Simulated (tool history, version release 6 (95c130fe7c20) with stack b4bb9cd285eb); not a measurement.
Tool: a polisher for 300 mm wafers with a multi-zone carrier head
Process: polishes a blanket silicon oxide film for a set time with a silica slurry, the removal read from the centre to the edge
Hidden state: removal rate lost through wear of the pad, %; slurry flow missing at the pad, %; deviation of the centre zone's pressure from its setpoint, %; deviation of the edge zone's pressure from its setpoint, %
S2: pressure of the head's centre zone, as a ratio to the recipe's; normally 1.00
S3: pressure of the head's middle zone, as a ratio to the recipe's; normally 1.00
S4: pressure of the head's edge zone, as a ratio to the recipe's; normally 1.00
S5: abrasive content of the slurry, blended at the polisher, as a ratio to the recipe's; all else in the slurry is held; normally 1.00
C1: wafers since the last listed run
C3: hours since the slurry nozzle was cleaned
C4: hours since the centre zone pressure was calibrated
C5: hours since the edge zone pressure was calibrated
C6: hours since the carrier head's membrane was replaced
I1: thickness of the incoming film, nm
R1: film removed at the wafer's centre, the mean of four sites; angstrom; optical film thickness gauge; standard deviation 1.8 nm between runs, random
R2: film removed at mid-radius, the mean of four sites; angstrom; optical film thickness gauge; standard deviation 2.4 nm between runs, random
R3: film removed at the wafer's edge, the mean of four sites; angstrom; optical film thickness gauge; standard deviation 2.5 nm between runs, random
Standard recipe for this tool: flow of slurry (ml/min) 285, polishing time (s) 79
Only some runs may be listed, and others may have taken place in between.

Run 1, hour 0.0: usual settings; C1 0; wafers polished on this pad 2778; C3 367.1; C4 992.1; C5 231.0; C6 318.8; I1 1146.5. Result: R1 2010 angstrom, R2 1762 angstrom, R3 1889 angstrom.
At hour 7.1: worn pad replaced by a new one.
Run 2, hour 19.9: usual settings but S2 1.05, S4 1.04, S5 0.85, polishing time (s) 67; C1 157; wafers polished on this pad 127; C3 387.0; C4 1012.0; C5 250.9; C6 338.7; I1 1125.3. Result: R1 1661 angstrom, R2 1387 angstrom, R3 1446 angstrom.
Run 3, hour 33.9: usual settings but S3 0.95; C1 138; wafers polished on this pad 266; C3 401.0; C4 1026.0; C5 264.9; C6 352.7; I1 1141.7. Result: R1 2028 angstrom, R2 1719 angstrom, R3 1871 angstrom.
Run 4, hour 65.1: usual settings but S2 0.89, S5 0.85; C1 309; wafers polished on this pad 576; C3 432.2; C4 1057.2; C5 296.1; C6 383.9; I1 1136.5. Result: R1 1685 angstrom, R2 1644 angstrom, R3 1692 angstrom.
Run 5, hour 99.0: usual settings but S2 1.05, S4 1.04, S5 0.85, polishing time (s) 67; C1 336; wafers polished on this pad 912; C3 466.1; C4 1091.1; C5 330.0; C6 417.8; I1 1120.6. Result: R1 1688 angstrom, R2 1405 angstrom, R3 1485 angstrom.
At hour 128.5: edge zone pressure recalibrated.
Run 6, hour 145.0: usual settings; C1 436; wafers polished on this pad 1349; C3 512.1; C4 1137.1; C5 16.5; C6 463.8; I1 1138.3. Result: R1 2078 angstrom, R2 1781 angstrom, R3 1844 angstrom.
Run 7, hour 178.7: usual settings; C1 334; wafers polished on this pad 1683; C3 545.8; C4 1170.8; C5 50.2; C6 497.5; I1 1144.0. Result: R1 2031 angstrom, R2 1812 angstrom, R3 1858 angstrom.
At hour 202.1: slurry nozzle cleaned.
At hour 206.9: centre zone pressure recalibrated.
Run 8, hour 207.4: usual settings but flow of slurry (ml/min) 245, S5 1.10; C1 255; wafers polished on this pad 1939; C3 5.3; C4 0.5; C5 78.9; C6 526.2; I1 1135.0. Result: R1 1851 angstrom, R2 1837 angstrom, R3 1904 angstrom.
Run 9, hour 229.5: usual settings but S3 0.93; C1 219; wafers polished on this pad 2158; C3 27.4; C4 22.6; C5 101.0; C6 548.3; I1 1128.4. Result: R1 1767 angstrom, R2 1701 angstrom, R3 1814 angstrom.
Run 10, hour 250.6: usual settings but flow of slurry (ml/min) 340, S2 0.91; C1 209; wafers polished on this pad 2367; C3 48.5; C4 43.7; C5 122.1; C6 569.4; I1 1111.3. Result: R1 1639 angstrom, R2 1808 angstrom, R3 1857 angstrom.
At hour 268.3: worn pad replaced by a new one.
Run 11, hour 268.8: usual settings but flow of slurry (ml/min) 255, S5 0.80; C1 140; wafers polished on this pad 5; C3 66.7; C4 61.9; C5 140.3; C6 587.6; I1 1126.5. Result: R1 1567 angstrom, R2 1581 angstrom, R3 1646 angstrom.
Run 12, hour 292.6: usual settings but S3 0.95; C1 236; wafers polished on this pad 241; C3 90.5; C4 85.7; C5 164.1; C6 611.4; I1 1114.7. Result: R1 1778 angstrom, R2 1701 angstrom, R3 1806 angstrom.
Run 13, hour 316.3: usual settings but flow of slurry (ml/min) 350, S3 0.93, S5 0.75; C1 235; wafers polished on this pad 476; C3 114.2; C4 109.4; C5 187.8; C6 635.1; I1 1117.2. Result: R1 1584 angstrom, R2 1495 angstrom, R3 1621 angstrom.
Run 14, hour 347.4: usual settings but flow of slurry (ml/min) 235, S5 1.30, polishing time (s) 89; C1 308; wafers polished on this pad 785; C3 145.3; C4 140.5; C5 218.9; C6 666.2; I1 1129.6. Result: R1 2243 angstrom, R2 2248 angstrom, R3 2362 angstrom.
At hour 370.9: carrier head's membrane replaced by a new one.
Run 15, hour 383.6: usual settings but flow of slurry (ml/min) 200, S2 1.06; C1 309; wafers polished on this pad 1095; C3 181.5; C4 176.7; C5 255.1; C6 12.7; I1 1112.7. Result: R1 1900 angstrom, R2 1725 angstrom, R3 1825 angstrom.
Run 16, hour 404.1: usual settings; C1 203; wafers polished on this pad 1298; C3 202.0; C4 197.2; C5 275.6; C6 33.2; I1 1125.2. Result: R1 1812 angstrom, R2 1771 angstrom, R3 1835 angstrom.
Run 17, hour 421.9: usual settings; C1 176; wafers polished on this pad 1475; C3 219.8; C4 215.0; C5 293.4; C6 51.0; I1 1143.2. Result: R1 1834 angstrom, R2 1804 angstrom, R3 1813 angstrom.
Run 18, hour 440.5: usual settings but flow of slurry (ml/min) 250, S3 0.95; C1 184; wafers polished on this pad 1660; C3 238.4; C4 233.6; C5 312.0; C6 69.6; I1 1141.4. Result: R1 1828 angstrom, R2 1716 angstrom, R3 1869 angstrom.
Run 19, hour 463.1: usual settings; C1 224; wafers polished on this pad 1884; C3 261.0; C4 256.2; C5 334.6; C6 92.2; I1 1120.2. Result: R1 1862 angstrom, R2 1808 angstrom, R3 1845 angstrom.
Run 20, hour 477.2: usual settings; C1 139; wafers polished on this pad 2024; C3 275.1; C4 270.3; C5 348.7; C6 106.3; I1 1116.8. Result: R1 1871 angstrom, R2 1810 angstrom, R3 1811 angstrom.
At hour 491.4: worn pad replaced by a new one.
Run 21, hour 493.1: usual settings but S2 1.11, S4 1.04; C1 118; wafers polished on this pad 17; C3 291.0; C4 286.2; C5 364.6; C6 122.2; I1 1138.2. Result: R1 2069 angstrom, R2 1739 angstrom, R3 1860 angstrom.

Below, some changes in R1 between adjacent runs. For each, the amount present without the hidden state too (settings, incoming material, random variation) and the amount remaining for the hidden state with gauge scatter not shared by both compared results:
Run 5 -> 6: S2 1.05 -> 1.00, S4 1.04 -> 1.00, S5 0.85 -> 1.00, polishing time (s) 67 -> 79, edge zone pressure recalibrated. R1 +390 angstrom: hidden state +53, all else +337.
Run 7 -> 8: flow of slurry (ml/min) 285 -> 245, S5 1.00 -> 1.10, slurry nozzle cleaned, centre zone pressure recalibrated. R1 -180 angstrom: hidden state -264, all else +84.
Run 13 -> 14: flow of slurry (ml/min) 350 -> 235, S3 0.93 -> 1.00, S5 0.75 -> 1.30, polishing time (s) 79 -> 89. R1 +659 angstrom: hidden state +10, all else +649.
